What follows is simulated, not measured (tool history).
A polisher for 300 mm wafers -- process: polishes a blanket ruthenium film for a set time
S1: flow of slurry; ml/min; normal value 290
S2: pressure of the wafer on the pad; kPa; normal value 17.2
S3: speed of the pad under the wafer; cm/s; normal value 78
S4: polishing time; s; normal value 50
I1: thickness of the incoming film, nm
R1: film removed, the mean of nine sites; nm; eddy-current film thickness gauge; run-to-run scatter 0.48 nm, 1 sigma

run     day   S1    S2   S3  S4     I1     R1
  1   0.000  290  17.2   78  50  306.6   61.6
  2   2.967  290  17.2   78  50  312.4   62.6
  3   5.571  290  17.2   66  50  308.1   54.2
      6.833  -- worn pad replaced by a new one
  4   7.100  290  17.2   66  50  313.1   54.4
  5   9.225  290  12.4   92  50  307.1   57.3
  6  10.454  290  17.2   78  50  303.4   64.9
  7  13.117  290  17.2   78  50  311.7   64.9
     14.125  -- worn pad replaced by a new one
  8  15.788  290  22.8   92  37  307.8   75.4
  9  17.275  290  22.1  104  61  306.3  136.6
     17.833  -- head pressure recalibrated
     18.758  -- slurry nozzle cleaned
 10  19.296  320  11.7   50  65  310.7   36.4
     21.154  -- worn pad replaced by a new one
 11  21.433  290  17.2   78  50  309.9   60.4
     27.188  -- worn pad replaced by a new one
 12  28.758  290  17.2  104  43  312.4   72.2
 13  31.442  290  17.2   78  62  311.3   78.9
 14  32.496  290  11.7   78  50  304.3   45.5
     33.496  -- worn pad replaced by a new one
 15  33.704  255  22.8   62  61  309.5   79.5

3 ways to go on from here, each from the tool as it stands after run 15. What would each give?
  A  33.721  290  17.2  78  50  312.3   ?
  B  33.721  290  17.2  78  36  312.3   ?
  C  33.721  290  17.2  94  50  312.3   ?

run    R1
  A  63.4
  B  45.7
  C  76.4
What these runs would have given with no unlogged condition in the tool:
run    R1
  A  59.8
  B  43.0
  C  72.0

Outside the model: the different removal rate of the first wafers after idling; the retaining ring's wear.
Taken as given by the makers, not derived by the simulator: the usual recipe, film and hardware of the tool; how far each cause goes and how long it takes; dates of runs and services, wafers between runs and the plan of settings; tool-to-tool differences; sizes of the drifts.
